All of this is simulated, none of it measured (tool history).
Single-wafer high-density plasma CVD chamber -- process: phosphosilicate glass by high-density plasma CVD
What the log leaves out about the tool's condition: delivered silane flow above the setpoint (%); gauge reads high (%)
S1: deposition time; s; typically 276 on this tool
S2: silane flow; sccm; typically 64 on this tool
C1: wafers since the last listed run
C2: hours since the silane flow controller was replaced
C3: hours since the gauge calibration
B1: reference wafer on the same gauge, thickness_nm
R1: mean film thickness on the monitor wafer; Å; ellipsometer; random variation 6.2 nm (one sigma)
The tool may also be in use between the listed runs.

run    hour   S1  S2    C1      C2      C3        B1        R1
  1     0.0  252  64     0  4236.4   362.7  1799.807  17053.44
  2    75.7  252  64   461  4312.1   438.4  1795.425  16855.86
  3   303.8  276  64  1391  4540.2   666.5  1787.613  18445.32
  4   360.4  276  64   345  4596.8   723.1  1786.183  18434.26
  5   422.6  250  54   379  4659.0   785.3  1781.158  14091.18
  6   511.7  250  54   543  4748.1   874.4  1778.115  13977.94
  7   599.5  276  64   535  4835.9   962.2  1774.025  18377.22
  8   667.0  276  64   411  4903.4  1029.7  1771.747  18276.88
  9   737.5  276  64   430  4973.9  1100.2  1768.855  18317.03
 10   792.5  276  64   335  5028.9  1155.2  1767.488  18282.85
 11   852.5  276  64   366  5088.9  1215.2  1763.998  18198.42
 12   921.4  237  74   420  5157.8  1284.1  1761.480  18025.55
     1100.1  -- gauge calibrated
     1140.9  -- silane flow controller replaced
 13  1141.4  276  74  1293     0.5    41.3  1798.251  21431.80
 14  1205.2  243  64   389    64.3   105.1  1796.061  16291.97

Expected results for the next run?
 15  1253.7  276  64  295  112.8  153.6   ?   ?

B1: 1794.278
R1: 18525.19 Å
With the hidden condition absent and the run-to-run variation left alone, this run would have shown R1 18794.98 Å.

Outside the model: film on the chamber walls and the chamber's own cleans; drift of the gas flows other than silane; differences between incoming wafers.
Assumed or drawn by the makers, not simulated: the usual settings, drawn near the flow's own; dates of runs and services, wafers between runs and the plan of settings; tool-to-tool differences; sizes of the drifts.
